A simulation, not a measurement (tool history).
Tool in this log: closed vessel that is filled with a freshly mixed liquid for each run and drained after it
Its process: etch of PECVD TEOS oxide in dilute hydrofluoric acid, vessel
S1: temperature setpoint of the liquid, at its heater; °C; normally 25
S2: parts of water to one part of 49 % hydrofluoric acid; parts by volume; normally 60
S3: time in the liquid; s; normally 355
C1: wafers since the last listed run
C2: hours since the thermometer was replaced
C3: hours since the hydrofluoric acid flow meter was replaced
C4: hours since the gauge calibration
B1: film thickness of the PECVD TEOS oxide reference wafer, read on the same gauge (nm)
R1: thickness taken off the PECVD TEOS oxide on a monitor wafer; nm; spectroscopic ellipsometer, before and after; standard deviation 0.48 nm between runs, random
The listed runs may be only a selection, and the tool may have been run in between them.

run 1 day=0 | S1=25 S2=60 S3=355 | C1=0 C2=1027.3 C3=697.7 C4=76.5 | B1=110 | R1=61.49
run 2 day=1.117 | S1=25 S2=60 S3=355 | C1=1756 C2=1054.1 C3=724.5 C4=103.3 | B1=110.01 | R1=62.23
run 3 day=2.229 | S1=25 S2=60 S3=355 | C1=1749 C2=1080.8 C3=751.2 C4=130 | B1=109.99 | R1=62.48
run 4 day=3.712 | S1=25 S2=60 S3=355 | C1=2332 C2=1116.4 C3=786.8 C4=165.6 | B1=109.99 | R1=62.65
run 5 day=4.779 | S1=25 S2=60 S3=355 | C1=1677 C2=1142 C3=812.4 C4=191.2 | B1=109.98 | R1=61.87
run 6 day=5.888 | S1=25 S2=60 S3=355 | C1=1743 C2=1168.6 C3=839 C4=217.8 | B1=110.02 | R1=63.66
run 7 day=7.325 | S1=25 S2=60 S3=355 | C1=2260 C2=1203.1 C3=873.5 C4=252.3 | B1=109.97 | R1=63.86
run 8 day=8.729 | S1=25 S2=60 S3=355 | C1=2208 C2=1236.8 C3=907.2 C4=286 | B1=110.01 | R1=63.47
run 9 day=10.712 | S1=25 S2=60 S3=355 | C1=3119 C2=1284.4 C3=954.8 C4=333.6 | B1=110.01 | R1=62.93
run 10 day=11.992 | S1=22 S2=30 S3=355 | C1=2011 C2=1315.1 C3=985.5 C4=364.3 | B1=110 | R1=117.21
-- day=12.204 gauge calibrated
run 11 day=16.396 | S1=25 S2=60 S3=355 | C1=6926 C2=1420.8 C3=1091.2 C4=100.6 | B1=109.99 | R1=64.41
run 12 day=17.446 | S1=25 S2=60 S3=355 | C1=1651 C2=1446 C3=1116.4 C4=125.8 | B1=110.01 | R1=63.94
-- day=17.6 hydrofluoric acid flow meter replaced
-- day=18.304 thermometer replaced
run 13 day=18.838 | S1=27.5 S2=40 S3=480 | C1=2057 C2=12.8 C3=29.7 C4=159.2 | B1=109.99 | R1=133.15
run 14 day=19.379 | S1=25 S2=80 S3=230 | C1=851 C2=25.8 C3=42.7 C4=172.2 | B1=109.95 | R1=27.71
run 15 day=20.6 | S1=25 S2=35 S3=230 | C1=1919 C2=55.1 C3=72 C4=201.5 | B1=110.01 | R1=67.08
run 16 day=21.696 | S1=29 S2=80 S3=355 | C1=1723 C2=81.4 C3=98.3 C4=227.8 | B1=109.99 | R1=50.04
run 17 day=23.154 | S1=20.5 S2=45 S3=355 | C1=2293 C2=116.4 C3=133.3 C4=262.8 | B1=109.98 | R1=65.39
run 18 day=24.112 | S1=22 S2=60 S3=220 | C1=1507 C2=139.4 C3=156.3 C4=285.8 | B1=109.99 | R1=32.18

Run-by-run hidden state of the tool:
hydrofluoric acid flow above the setpoint (%): 0 in every run
gauge reads high (%): 0 in every run
H1: liquid hotter than its thermometer reads (K)
run=1 H1=2.08
run=2 H1=2.13
run=3 H1=2.17
run=4 H1=2.23
run=5 H1=2.28
run=6 H1=2.32
run=7 H1=2.38
run=8 H1=2.44
run=9 H1=2.52
run=10 H1=2.57
run=11 H1=2.75
run=12 H1=2.8
run=13 H1=0.112
run=14 H1=0.134
run=15 H1=0.184
run=16 H1=0.229
run=17 H1=0.289
run=18 H1=0.328
